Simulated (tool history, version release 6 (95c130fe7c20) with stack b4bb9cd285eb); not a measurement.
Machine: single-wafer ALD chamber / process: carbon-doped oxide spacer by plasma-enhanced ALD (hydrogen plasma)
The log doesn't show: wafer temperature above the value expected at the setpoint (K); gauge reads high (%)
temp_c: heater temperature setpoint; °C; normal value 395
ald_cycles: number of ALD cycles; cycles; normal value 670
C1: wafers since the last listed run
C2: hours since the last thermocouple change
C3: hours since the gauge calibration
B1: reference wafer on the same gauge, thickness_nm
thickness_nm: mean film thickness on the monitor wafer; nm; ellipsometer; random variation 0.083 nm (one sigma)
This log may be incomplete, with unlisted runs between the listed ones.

Run 1, day 0.000: usual settings but temp_c 405 °C; C1 0; C2 1280.8; C3 773.8; B1 33.808. Result: thickness_nm 32.717 nm.
Run 2, day 2.371: usual settings but ald_cycles 636 cycles; C1 45; C2 1337.7; C3 830.7; B1 33.789. Result: thickness_nm 31.721 nm.
Run 3, day 10.117: usual settings but ald_cycles 636 cycles; C1 149; C2 1523.6; C3 1016.6; B1 33.806. Result: thickness_nm 31.692 nm.
Run 4, day 11.438: usual settings but temp_c 399 °C, ald_cycles 622 cycles; C1 25; C2 1555.3; C3 1048.3; B1 33.798. Result: thickness_nm 31.046 nm.
Run 5, day 13.279: usual settings but ald_cycles 768 cycles; C1 35; C2 1599.5; C3 1092.5; B1 33.795. Result: thickness_nm 38.416 nm.
Run 6, day 15.900: usual settings but ald_cycles 768 cycles; C1 50; C2 1662.4; C3 1155.4; B1 33.818. Result: thickness_nm 38.207 nm.
Run 7, day 17.121: usual settings but temp_c 404 °C; C1 23; C2 1691.7; C3 1184.7; B1 33.800. Result: thickness_nm 32.830 nm.
Run 8, day 19.688: usual settings but temp_c 404 °C; C1 49; C2 1753.3; C3 1246.3; B1 33.795. Result: thickness_nm 32.863 nm.
Run 9, day 22.196: usual settings but temp_c 404 °C; C1 48; C2 1813.5; C3 1306.5; B1 33.790. Result: thickness_nm 32.880 nm.
Run 10, day 23.504: usual settings but ald_cycles 728 cycles; C1 25; C2 1844.9; C3 1337.9; B1 33.798. Result: thickness_nm 36.346 nm.
Run 11, day 24.817: usual settings but ald_cycles 728 cycles; C1 25; C2 1876.4; C3 1369.4; B1 33.790. Result: thickness_nm 36.079 nm.
Run 12, day 26.817: usual settings but temp_c 384 °C, ald_cycles 618 cycles; C1 38; C2 1924.4; C3 1417.4; B1 33.824. Result: thickness_nm 30.644 nm.
Run 13, day 28.492: usual settings but temp_c 404 °C, ald_cycles 641 cycles; C1 32; C2 1964.6; C3 1457.6; B1 33.807. Result: thickness_nm 31.392 nm.
Run 14, day 31.038: usual settings but ald_cycles 638 cycles; C1 49; C2 2025.7; C3 1518.7; B1 33.808. Result: thickness_nm 31.648 nm.
Run 15, day 32.225: usual settings; C1 22; C2 2054.2; C3 1547.2; B1 33.785. Result: thickness_nm 33.314 nm.
Run 16, day 33.638: usual settings; C1 27; C2 2088.1; C3 1581.1; B1 33.816. Result: thickness_nm 33.416 nm.
Run 17, day 35.321: usual settings; C1 32; C2 2128.5; C3 1621.5; B1 33.798. Result: thickness_nm 33.302 nm.
Run 18, day 36.467: usual settings but temp_c 385 °C; C1 22; C2 2156.0; C3 1649.0; B1 33.787. Result: thickness_nm 33.288 nm.
Run 19, day 38.242: usual settings but temp_c 385 °C; C1 34; C2 2198.6; C3 1691.6; B1 33.812. Result: thickness_nm 33.194 nm.
Run 20, day 40.679: usual settings but temp_c 385 °C; C1 46; C2 2257.1; C3 1750.1; B1 33.807. Result: thickness_nm 33.280 nm.
Run 21, day 43.600: usual settings but temp_c 390 °C, ald_cycles 589 cycles; C1 56; C2 2327.2; C3 1820.2; B1 33.823. Result: thickness_nm 29.239 nm.
Run 22, day 45.967: usual settings but ald_cycles 768 cycles; C1 45; C2 2384.0; C3 1877.0; B1 33.792. Result: thickness_nm 38.141 nm.
Run 23, day 47.475: usual settings but temp_c 410 °C, ald_cycles 544 cycles; C1 29; C2 2420.2; C3 1913.2; B1 33.789. Result: thickness_nm 26.095 nm.
Run 24, day 48.912: usual settings; C1 27; C2 2454.7; C3 1947.7; B1 33.816. Result: thickness_nm 33.299 nm.
At day 49.675: gauge calibrated.
Run 25, day 50.046: usual settings but temp_c 408 °C, ald_cycles 632 cycles; C1 21; C2 2481.9; C3 8.9; B1 33.789. Result: thickness_nm 30.649 nm.
At day 50.521: thermocouple changed; heater temperature recalibrated.
Run 26, day 52.954: usual settings but temp_c 387 °C; C1 49; C2 58.4; C3 78.7; B1 33.787. Result: thickness_nm 33.375 nm.
Run 27, day 55.162: usual settings; C1 42; C2 111.4; C3 131.7; B1 33.812. Result: thickness_nm 33.376 nm.
Run 28, day 57.288: usual settings but temp_c 381 °C; C1 40; C2 162.4; C3 182.7; B1 33.803. Result: thickness_nm 33.227 nm.
Run 29, day 58.433: usual settings but temp_c 409 °C, ald_cycles 626 cycles; C1 22; C2 189.9; C3 210.2; B1 33.790. Result: thickness_nm 30.130 nm.
Run 30, day 60.567: usual settings but temp_c 380 °C, ald_cycles 576 cycles; C1 41; C2 241.1; C3 261.4; B1 33.800. Result: thickness_nm 28.602 nm.
Run 31, day 62.662: usual settings but ald_cycles 569 cycles; C1 40; C2 291.4; C3 311.7; B1 33.800. Result: thickness_nm 28.220 nm.
Run 32, day 64.138: usual settings; C1 28; C2 326.8; C3 347.1; B1 33.814. Result: thickness_nm 33.331 nm.
Run 33, day 65.254: usual settings; C1 21; C2 353.6; C3 373.9; B1 33.786. Result: thickness_nm 33.444 nm.
Run 34, day 67.004: usual settings but ald_cycles 726 cycles; C1 33; C2 395.6; C3 415.9; B1 33.804. Result: thickness_nm 36.062 nm.
Run 35, day 69.775: usual settings but temp_c 387 °C, ald_cycles 627 cycles; C1 53; C2 462.1; C3 482.4; B1 33.805. Result: thickness_nm 31.126 nm.
Run 36, day 70.925: usual settings but ald_cycles 610 cycles; C1 22; C2 489.7; C3 510.0; B1 33.797. Result: thickness_nm 30.426 nm.
Run 37, day 73.521: usual settings but temp_c 383 °C, ald_cycles 577 cycles; C1 49; C2 552.0; C3 572.3; B1 33.785. Result: thickness_nm 28.721 nm.
Run 38, day 75.404: usual settings; C1 36; C2 597.2; C3 617.5; B1 33.808. Result: thickness_nm 33.247 nm.
Run 39, day 76.592: usual settings; C1 22; C2 625.7; C3 646.0; B1 33.811. Result: thickness_nm 33.271 nm.
Run 40, day 81.221: usual settings but temp_c 407 °C, ald_cycles 773 cycles; C1 89; C2 736.8; C3 757.1; B1 33.813. Result: thickness_nm 37.491 nm.
Run 41, day 82.338: usual settings; C1 21; C2 763.6; C3 783.9; B1 33.809. Result: thickness_nm 33.212 nm.

Consider 5 possible next runs. They are alternatives, not a sequence: every one starts from the tool as it was left by run 41. What does each give?
Run A, day 82.396: usual settings; C1 1; C2 765.0; C3 785.3; B1 ?. Result: thickness_nm ?.
Run B, day 82.396: usual settings but temp_c 404 °C, ald_cycles 733 cycles; C1 1; C2 765.0; C3 785.3; B1 ?. Result: thickness_nm ?.
Run C, day 82.396: usual settings but ald_cycles 716 cycles; C1 1; C2 765.0; C3 785.3; B1 ?. Result: thickness_nm ?.
Run D, day 82.396: usual settings but temp_c 401 °C, ald_cycles 737 cycles; C1 1; C2 765.0; C3 785.3; B1 ?. Result: thickness_nm ?.
Run E, day 82.396: usual settings but temp_c 406 °C, ald_cycles 536 cycles; C1 1; C2 765.0; C3 785.3; B1 ?. Result: thickness_nm ?.

run      B1  thickness_nm
  A  33.794        33.290
  B  33.794        35.934
  C  33.794        35.576
  D  33.794        36.476
  E  33.794        26.109
Without the tool's hidden state the same runs would have given:
run  thickness_nm
  A        33.290
  B        35.934
  C        35.576
  D        36.476
  E        26.109

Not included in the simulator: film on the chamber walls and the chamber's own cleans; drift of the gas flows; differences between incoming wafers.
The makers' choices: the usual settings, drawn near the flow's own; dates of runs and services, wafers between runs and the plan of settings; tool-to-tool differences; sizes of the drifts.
